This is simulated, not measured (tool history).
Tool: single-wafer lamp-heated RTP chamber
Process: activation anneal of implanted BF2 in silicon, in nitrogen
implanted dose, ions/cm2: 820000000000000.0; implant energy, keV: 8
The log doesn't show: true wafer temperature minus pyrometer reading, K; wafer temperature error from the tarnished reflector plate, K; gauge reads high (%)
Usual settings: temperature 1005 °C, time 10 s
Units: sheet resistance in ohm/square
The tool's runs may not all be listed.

run	hour	temperature	time	wafers since the last listed run	wafers since the last pyrometer calibration	wafers since the reflector plate was cleaned	hours since the gauge calibration	read-back reference wafer on the same gauge, sheet resistance	sheet resistance
1	0.0	1005	13	0	400	10269	922.9	356.64	307.12
2	17.1	1005	13	266	667	10536	940.0	357.35	307.67
3	120.5	1005	13	1612	2279	12149	1043.4	356.63	309.94
4	151.0	1005	10	475	2755	12624	1073.9	356.90	325.86
5	164.4	1005	10	208	2964	12833	1087.3	357.34	329.11
6	193.1	1005	10	447	3411	13281	1116.0	356.75	324.41
7	207.1	990	10	218	3630	13499	1130.0	357.65	366.13
8	226.0	990	10	294	3925	13794	1148.9	356.66	366.67
# hour 247.3: gauge calibrated
9	255.5	1005	6	460	4385	14254	8.2	357.45	360.51
# hour 267.8: reflector plate cleaned
10	269.3	1005	10	90	4475	22	22.0	357.08	325.96
11	296.5	1005	10	424	4899	447	49.2	357.07	329.22
12	309.5	1005	10	202	5102	649	62.2	357.01	323.89
13	325.4	1005	10	247	5350	897	78.1	357.26	326.16
14	347.5	1027	7	344	5695	1242	100.2	357.15	296.66
15	361.0	1013	12	210	5905	1453	113.7	357.25	296.13
16	383.9	983	12	357	6262	1810	136.6	357.13	374.90
# hour 401.1: pyrometer window cleaned and pyrometer calibrated
17	415.8	977	8	372	229	2182	168.5	356.55	427.13
18	445.8	983	5	467	697	2650	198.5	356.74	439.74
19	481.4	1016	14	555	1252	3205	234.1	357.41	281.38
20	514.4	1034	6	514	1767	3720	267.1	356.78	293.33
21	543.2	981	10	449	2216	4169	295.9	357.02	392.87
22	577.9	1005	14	541	2757	4710	330.6	356.13	305.49
23	602.6	994	13	385	3142	5096	355.3	357.28	334.30
24	623.8	1025	10	330	3473	5426	376.5	357.35	285.21
25	637.0	1033	10	205	3679	5632	389.7	357.33	268.74
26	672.4	1005	5	552	4231	6184	425.1	356.23	369.14
27	696.8	1025	8	380	4611	6565	449.5	356.61	298.44
28	712.3	1015	12	241	4853	6806	465.0	356.57	293.36
29	734.1	1022	10	339	5193	7146	486.8	356.84	290.29
30	767.6	991	10	522	5716	7669	520.3	356.55	362.90
31	792.3	1005	4	385	6101	8054	545.0	356.97	382.50
32	810.3	1030	6	280	6381	8335	563.0	357.79	300.86
33	841.9	1005	12	492	6874	8827	594.6	357.59	316.18
34	855.0	1020	7	204	7079	9032	607.7	356.82	313.01
35	876.8	1005	10	339	7419	9372	629.5	356.95	322.65
# hour 901.2: pyrometer window cleaned and pyrometer calibrated
36	901.7	992	15	263	8	9635	654.4	356.70	331.08
37	925.9	1005	10	377	385	10013	678.6	356.78	323.94

Hidden state at the last listed run before each entry between runs and at the first one after, where it differs:
Between runs 8 and 9: gauge calibrated (hour 247.3)
  no hidden state differs between the two runs
Between runs 9 and 10: reflector plate cleaned (hour 267.8)
  no hidden state differs between the two runs
Between runs 16 and 17: pyrometer window cleaned and pyrometer calibrated (hour 401.1)
  no hidden state differs between the two runs
Between runs 35 and 36: pyrometer window cleaned and pyrometer calibrated (hour 901.2)
  no hidden state differs between the two runs

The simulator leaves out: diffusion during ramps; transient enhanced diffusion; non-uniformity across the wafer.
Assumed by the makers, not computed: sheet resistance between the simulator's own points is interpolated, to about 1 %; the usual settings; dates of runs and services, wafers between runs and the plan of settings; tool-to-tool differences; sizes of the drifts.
